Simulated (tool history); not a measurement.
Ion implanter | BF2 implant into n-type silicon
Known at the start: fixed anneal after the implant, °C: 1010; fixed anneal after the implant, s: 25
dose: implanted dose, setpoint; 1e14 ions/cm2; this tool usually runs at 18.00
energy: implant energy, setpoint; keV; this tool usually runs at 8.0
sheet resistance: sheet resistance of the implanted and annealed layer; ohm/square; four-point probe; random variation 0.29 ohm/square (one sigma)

run	hour	dose	energy	wafers since the last listed run	hours since the last dose calibration	hours since the extraction supply was calibrated	hours since the gauge calibration	read-back reference wafer on the same gauge, sheet resistance	sheet resistance
1	0.0	18.00	6.0	0	749.3	4457.0	104.5	183.37	203.54
2	16.4	18.00	8.0	234	765.7	4473.4	120.9	183.19	190.33
3	36.0	18.00	8.0	280	785.3	4493.0	140.5	183.09	189.59
4	53.9	18.00	8.0	256	803.2	4510.9	158.4	182.99	190.24
5	85.6	18.00	8.0	454	834.9	4542.6	190.1	182.65	189.89
6	100.2	18.00	8.0	209	849.5	4557.2	204.7	182.60	189.59
7	113.0	18.00	8.0	183	862.3	4570.0	217.5	182.50	189.00
8	126.0	18.00	8.0	186	875.3	4583.0	230.5	182.39	189.63
9	139.3	18.00	8.0	190	888.6	4596.3	243.8	182.33	189.63
# hour 151.7: extraction supply calibrated
10	154.6	18.00	6.5	104	903.9	2.9	259.1	182.15	198.93
11	167.5	14.19	10.5	184	916.8	15.8	272.0	182.11	181.21
# hour 185.0: Faraday cup replaced and dose calibrated
12	185.5	14.59	6.0	143	0.5	33.8	290.0	182.00	205.11
13	190.6	18.00	9.0	73	5.6	38.9	295.1	181.93	183.82
# hour 200.5: gauge calibrated
14	205.2	14.14	9.5	209	20.2	53.5	4.7	184.40	188.11
15	216.4	22.20	5.5	160	31.4	64.7	15.9	184.21	209.09
16	231.8	18.00	9.5	220	46.8	80.1	31.3	184.16	183.52
17	244.5	18.00	8.0	181	59.5	92.8	44.0	184.07	191.12
18	258.2	15.58	10.5	196	73.2	106.5	57.7	183.99	180.83
19	267.0	18.00	8.0	126	82.0	115.3	66.5	183.87	191.03
20	279.5	18.00	6.0	179	94.5	127.8	79.0	183.80	203.84
21	287.3	14.05	7.0	111	102.3	135.6	86.8	183.79	201.41

Each row is a separate what-if for the run after 21, all from the same tool condition, not one after another. Results?
A	287.7	18.00	8.0	5	102.7	136.0	87.2	?	?
B	287.7	15.70	6.0	5	102.7	136.0	87.2	?	?
C	287.7	20.69	6.0	5	102.7	136.0	87.2	?	?

run	read-back reference wafer on the same gauge, sheet resistance	sheet resistance
A	183.80	190.74
B	183.80	205.23
C	183.80	203.63
Had the tool no hidden state, the same runs would have come out as:
run	sheet resistance
A	191.00
B	205.50
C	203.90
